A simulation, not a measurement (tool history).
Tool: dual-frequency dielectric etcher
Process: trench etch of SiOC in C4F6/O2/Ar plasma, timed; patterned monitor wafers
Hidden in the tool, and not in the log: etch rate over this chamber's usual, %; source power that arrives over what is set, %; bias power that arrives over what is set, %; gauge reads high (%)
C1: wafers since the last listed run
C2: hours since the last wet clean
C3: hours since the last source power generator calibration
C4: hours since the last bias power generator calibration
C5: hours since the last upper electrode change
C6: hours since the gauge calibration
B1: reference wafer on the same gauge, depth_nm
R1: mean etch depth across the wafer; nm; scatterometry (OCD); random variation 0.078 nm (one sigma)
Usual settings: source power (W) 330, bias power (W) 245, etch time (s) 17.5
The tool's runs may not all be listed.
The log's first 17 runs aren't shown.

run 18 hour=947.7 | source_power_(W)=330 bias_power_(W)=245 etch_time_(s)=17.5 | C1=510 C2=31.7 C3=273.8 C4=1058.5 C5=319.4 C6=1035.3 | B1=30.47 | R1=35.25
run 19 hour=1008.7 | source_power_(W)=390 bias_power_(W)=245 etch_time_(s)=17.5 | C1=998 C2=92.7 C3=334.8 C4=1119.5 C5=380.4 C6=1096.3 | B1=30.47 | R1=37.50
run 20 hour=1064.3 | source_power_(W)=330 bias_power_(W)=245 etch_time_(s)=17.5 | C1=910 C2=148.3 C3=390.4 C4=1175.1 C5=436.0 C6=1151.9 | B1=30.49 | R1=35.02
run 21 hour=1124.4 | source_power_(W)=400 bias_power_(W)=271 etch_time_(s)=21.5 | C1=984 C2=208.4 C3=450.5 C4=1235.2 C5=496.1 C6=1212.0 | B1=30.52 | R1=47.89
run 22 hour=1187.6 | source_power_(W)=330 bias_power_(W)=284 etch_time_(s)=14.5 | C1=1034 C2=271.6 C3=513.7 C4=1298.4 C5=559.3 C6=1275.2 | B1=30.50 | R1=30.17
run 23 hour=1234.3 | source_power_(W)=330 bias_power_(W)=273 etch_time_(s)=17.5 | C1=764 C2=318.3 C3=560.4 C4=1345.1 C5=606.0 C6=1321.9 | B1=30.49 | R1=36.02
-- hour=1272.4 source power generator calibrated, repeated, since the last time left the tool worse
run 24 hour=1281.0 | source_power_(W)=390 bias_power_(W)=209 etch_time_(s)=15.0 | C1=699 C2=365.0 C3=8.6 C4=1391.8 C5=652.7 C6=1368.6 | B1=30.52 | R1=30.19
run 25 hour=1324.0 | source_power_(W)=330 bias_power_(W)=245 etch_time_(s)=17.5 | C1=704 C2=408.0 C3=51.6 C4=1434.8 C5=695.7 C6=1411.6 | B1=30.50 | R1=34.23
run 26 hour=1367.4 | source_power_(W)=260 bias_power_(W)=245 etch_time_(s)=20.5 | C1=710 C2=451.4 C3=95.0 C4=1478.2 C5=739.1 C6=1455.0 | B1=30.48 | R1=36.40
run 27 hour=1432.2 | source_power_(W)=330 bias_power_(W)=245 etch_time_(s)=17.5 | C1=1061 C2=516.2 C3=159.8 C4=1543.0 C5=803.9 C6=1519.8 | B1=30.50 | R1=34.24
-- hour=1444.4 gauge calibrated
-- hour=1468.3 wet clean of the chamber
run 28 hour=1468.8 | source_power_(W)=330 bias_power_(W)=275 etch_time_(s)=21.5 | C1=206 C2=0.5 C3=196.4 C4=1579.6 C5=840.5 C6=24.4 | B1=30.49 | R1=43.37
run 29 hour=1517.1 | source_power_(W)=250 bias_power_(W)=245 etch_time_(s)=12.5 | C1=790 C2=48.8 C3=244.7 C4=1627.9 C5=888.8 C6=72.7 | B1=30.47 | R1=21.73
run 30 hour=1556.5 | source_power_(W)=250 bias_power_(W)=215 etch_time_(s)=21.5 | C1=645 C2=88.2 C3=284.1 C4=1667.3 C5=928.2 C6=112.1 | B1=30.49 | R1=36.00

Forecast each of these 4 alternatives for the next run:
run A hour=1556.9 | source_power_(W)=330 bias_power_(W)=245 etch_time_(s)=17.5 | C1=6 C2=88.6 C3=284.5 C4=1667.7 C5=928.6 C6=112.5 | B1=? | R1=?
run B hour=1556.9 | source_power_(W)=390 bias_power_(W)=288 etch_time_(s)=22.0 | C1=6 C2=88.6 C3=284.5 C4=1667.7 C5=928.6 C6=112.5 | B1=? | R1=?
run C hour=1556.9 | source_power_(W)=390 bias_power_(W)=187 etch_time_(s)=13.5 | C1=6 C2=88.6 C3=284.5 C4=1667.7 C5=928.6 C6=112.5 | B1=? | R1=?
run D hour=1556.9 | source_power_(W)=330 bias_power_(W)=287 etch_time_(s)=19.5 | C1=6 C2=88.6 C3=284.5 C4=1667.7 C5=928.6 C6=112.5 | B1=? | R1=?

run=A B1=30.48 R1=34.15
run=B B1=30.48 R1=48.05
run=C B1=30.48 R1=26.46
run=D B1=30.48 R1=39.69
Without the tool's hidden state the same runs would have given:
run=A R1=34.27
run=B R1=48.22
run=C R1=26.55
run=D R1=39.83

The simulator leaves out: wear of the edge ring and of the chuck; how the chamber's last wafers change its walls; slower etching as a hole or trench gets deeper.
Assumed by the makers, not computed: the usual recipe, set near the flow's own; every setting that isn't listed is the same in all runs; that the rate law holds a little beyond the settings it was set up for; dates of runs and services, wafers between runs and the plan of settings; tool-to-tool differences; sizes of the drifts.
